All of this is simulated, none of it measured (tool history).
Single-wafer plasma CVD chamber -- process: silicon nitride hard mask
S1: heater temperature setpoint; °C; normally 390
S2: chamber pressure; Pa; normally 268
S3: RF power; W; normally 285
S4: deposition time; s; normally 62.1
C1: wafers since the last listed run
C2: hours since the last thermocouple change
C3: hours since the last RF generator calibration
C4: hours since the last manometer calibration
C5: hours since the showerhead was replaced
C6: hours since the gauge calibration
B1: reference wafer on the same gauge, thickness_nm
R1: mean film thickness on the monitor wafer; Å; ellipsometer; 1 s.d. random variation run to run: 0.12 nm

{"run": 1, "hour": 0.0, "S1": 390, "S2": 268, "S3": 285, "S4": 55.6, "C1": 0, "C2": 1738.9, "C3": 1671.1, "C4": 1066.4, "C5": 2413.2, "C6": 42.3, "B1": 90.505, "R1": 688.04}
{"run": 2, "hour": 8.4, "S1": 390, "S2": 268, "S3": 285, "S4": 55.6, "C1": 132, "C2": 1747.3, "C3": 1679.5, "C4": 1074.8, "C5": 2421.6, "C6": 50.7, "B1": 90.47, "R1": 687.06}
{"run": 3, "hour": 25.0, "S1": 390, "S2": 268, "S3": 285, "S4": 55.6, "C1": 261, "C2": 1763.9, "C3": 1696.1, "C4": 1091.4, "C5": 2438.2, "C6": 67.3, "B1": 90.495, "R1": 688.33}
{"run": 4, "hour": 40.5, "S1": 383, "S2": 268, "S3": 285, "S4": 56.9, "C1": 243, "C2": 1779.4, "C3": 1711.6, "C4": 1106.9, "C5": 2453.7, "C6": 82.8, "B1": 90.497, "R1": 704.82}
{"hour": 54.5, "done": "gauge calibrated"}
{"run": 5, "hour": 56.2, "S1": 390, "S2": 268, "S3": 260, "S4": 62.1, "C1": 246, "C2": 1795.1, "C3": 1727.3, "C4": 1122.6, "C5": 2469.4, "C6": 1.7, "B1": 90.512, "R1": 717.36}
{"hour": 64.4, "done": "showerhead replaced"}
{"run": 6, "hour": 69.1, "S1": 390, "S2": 268, "S3": 285, "S4": 62.1, "C1": 77, "C2": 1808.0, "C3": 1740.2, "C4": 1135.5, "C5": 4.7, "C6": 14.6, "B1": 90.47, "R1": 762.47}
{"run": 7, "hour": 84.9, "S1": 390, "S2": 268, "S3": 285, "S4": 62.1, "C1": 248, "C2": 1823.8, "C3": 1756.0, "C4": 1151.3, "C5": 20.5, "C6": 30.4, "B1": 90.471, "R1": 763.24}
{"hour": 101.2, "done": "thermocouple changed; heater temperature recalibrated"}
{"run": 8, "hour": 102.3, "S1": 390, "S2": 268, "S3": 285, "S4": 62.1, "C1": 147, "C2": 1.1, "C3": 1773.4, "C4": 1168.7, "C5": 37.9, "C6": 47.8, "B1": 90.509, "R1": 761.77}
{"hour": 115.3, "done": "capacitance manometer re-zeroed and calibrated"}
{"hour": 115.6, "done": "RF generator calibrated"}
{"run": 9, "hour": 116.1, "S1": 390, "S2": 243, "S3": 330, "S4": 52.0, "C1": 87, "C2": 14.9, "C3": 0.5, "C4": 0.8, "C5": 51.7, "C6": 61.6, "B1": 90.507, "R1": 709.85}
{"run": 10, "hour": 118.7, "S1": 390, "S2": 203, "S3": 285, "S4": 69.7, "C1": 40, "C2": 17.5, "C3": 3.1, "C4": 3.4, "C5": 54.3, "C6": 64.2, "B1": 90.5, "R1": 774.82}
{"run": 11, "hour": 127.1, "S1": 390, "S2": 268, "S3": 285, "S4": 62.1, "C1": 132, "C2": 25.9, "C3": 11.5, "C4": 11.8, "C5": 62.7, "C6": 72.6, "B1": 90.528, "R1": 808.38}
{"run": 12, "hour": 134.6, "S1": 401, "S2": 268, "S3": 265, "S4": 54.1, "C1": 117, "C2": 33.4, "C3": 19.0, "C4": 19.3, "C5": 70.2, "C6": 80.1, "B1": 90.487, "R1": 666.96}
{"run": 13, "hour": 144.2, "S1": 382, "S2": 251, "S3": 285, "S4": 50.1, "C1": 151, "C2": 43.0, "C3": 28.6, "C4": 28.9, "C5": 79.8, "C6": 89.7, "B1": 90.49, "R1": 632.15}

Predict the results of run 14:
{"run": 14, "hour": 153.0, "S1": 390, "S2": 243, "S3": 285, "S4": 62.1, "C1": 138, "C2": 51.8, "C3": 37.4, "C4": 37.7, "C5": 88.6, "C6": 98.5, "B1": "?", "R1": "?"}

Run 14 yielded B1 90.501, R1 769.29 Å.
With no hidden state in the tool, this same run would have given R1 773.15 Å.
